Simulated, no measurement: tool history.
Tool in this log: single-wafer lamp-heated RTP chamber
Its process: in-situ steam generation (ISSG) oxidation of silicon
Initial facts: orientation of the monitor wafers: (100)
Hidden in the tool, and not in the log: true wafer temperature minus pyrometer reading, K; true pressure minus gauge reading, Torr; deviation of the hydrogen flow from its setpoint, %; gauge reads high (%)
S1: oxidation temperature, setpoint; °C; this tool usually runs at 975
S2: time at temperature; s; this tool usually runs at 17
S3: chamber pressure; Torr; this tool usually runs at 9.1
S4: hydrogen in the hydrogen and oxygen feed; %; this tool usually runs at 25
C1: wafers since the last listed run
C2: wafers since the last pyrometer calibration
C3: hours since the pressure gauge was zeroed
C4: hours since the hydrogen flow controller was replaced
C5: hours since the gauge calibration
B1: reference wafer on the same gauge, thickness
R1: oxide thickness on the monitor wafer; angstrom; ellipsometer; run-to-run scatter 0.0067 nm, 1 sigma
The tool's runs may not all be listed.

run	day	S1	S2	S3	S4	C1	C2	C3	C4	C5	B1	R1
1	0.000	975	17	9.1	25	0	6311	1676.2	4639.3	824.6	3.893	44.92
2	2.108	975	17	9.1	25	607	6919	1726.8	4689.9	875.2	3.890	45.06
# day 4.500: pyrometer window cleaned and pyrometer calibrated
3	6.429	975	17	9.1	25	1149	556	1830.5	4793.6	978.9	3.892	44.67
4	8.642	975	17	9.1	25	637	1194	1883.6	4846.7	1032.0	3.891	44.64
5	21.079	975	17	9.1	25	3585	4779	2182.1	5145.2	1330.5	3.892	44.83
6	25.350	975	17	9.1	25	1231	6011	2284.6	5247.7	1433.0	3.889	44.86
# day 28.388: gauge calibrated
7	28.579	975	17	9.1	25	931	6942	2362.1	5325.2	4.6	3.891	44.97
8	30.704	975	17	9.1	25	612	7555	2413.1	5376.2	55.6	3.890	45.19
# day 31.596: pyrometer window cleaned and pyrometer calibrated
9	33.592	975	21	9.1	25	736	575	2482.4	5445.5	124.9	3.888	48.79
10	35.142	975	21	9.1	25	446	1022	2519.6	5482.7	162.1	3.889	48.97
11	37.504	975	21	9.1	25	681	1703	2576.3	5539.4	218.8	3.891	48.74
12	39.792	975	17	9.1	25	659	2362	2631.2	5594.3	273.7	3.890	44.62
# day 42.325: pressure gauge zeroed
13	44.283	975	17	9.1	25	1198	3561	47.0	5702.1	381.5	3.891	44.42
14	47.588	975	17	9.1	25	952	4514	126.3	5781.4	460.8	3.889	44.54
15	49.446	960	17	9.1	25	535	5050	170.9	5826.0	505.4	3.889	42.46
16	51.917	994	19	9.1	25	712	5762	230.2	5885.3	564.7	3.891	50.10
17	55.592	975	17	9.1	25	1059	6822	318.4	5973.5	652.9	3.888	44.80
# day 58.071: hydrogen flow controller replaced
18	58.117	975	17	9.1	25	631	7453	379.0	1.1	713.5	3.889	44.75
# day 59.525: pyrometer window cleaned and pyrometer calibrated
19	62.496	975	17	9.1	25	1166	856	484.1	106.2	818.6	3.886	44.49
20	64.542	975	17	7.6	25	589	1446	533.2	155.3	867.7	3.891	45.10
21	68.646	975	17	9.1	25	1183	2629	631.7	253.8	966.2	3.889	44.55
22	72.479	966	17	7.7	29	1105	3734	723.7	345.8	1058.2	3.892	45.55
23	74.104	975	17	10.2	25	468	4203	762.7	384.8	1097.2	3.889	43.74
24	76.942	990	13	10.2	32	818	5021	830.8	452.9	1165.3	3.890	43.44
25	78.829	980	17	9.8	25	544	5565	876.1	498.2	1210.6	3.890	44.88
26	81.108	993	24	10.2	30	657	6222	930.8	552.9	1265.3	3.886	56.97
# day 84.112: pyrometer window cleaned and pyrometer calibrated
27	84.921	975	17	9.1	25	1003	233	1022.3	644.4	1356.8	3.890	44.46
28	87.825	964	12	9.1	25	837	1070	1092.0	714.1	1426.5	3.891	37.55
29	89.550	975	17	9.1	25	497	1568	1133.4	755.5	1467.9	3.888	44.50
30	92.988	975	12	9.1	25	991	2559	1215.9	838.0	1550.4	3.890	38.70
31	95.871	975	20	9.1	31	831	3390	1285.1	907.2	1619.6	3.890	50.35
32	99.067	994	12	8.2	25	921	4311	1361.8	983.9	1696.3	3.891	41.55

Below are 3 alternative next runs, each starting from the tool's condition after run 32. Predict each:
A	99.083	975	17	9.1	25	4	4316	1362.2	984.3	1696.7	?	?
B	99.083	967	19	7.7	17	4	4316	1362.2	984.3	1696.7	?	?
C	99.083	991	22	8.0	15	4	4316	1362.2	984.3	1696.7	?	?

run	B1	R1
A	3.894	44.57
B	3.894	41.85
C	3.894	47.47
Had the tool no hidden state, the same runs would have come out as:
run	R1
A	44.34
B	41.75
C	47.30

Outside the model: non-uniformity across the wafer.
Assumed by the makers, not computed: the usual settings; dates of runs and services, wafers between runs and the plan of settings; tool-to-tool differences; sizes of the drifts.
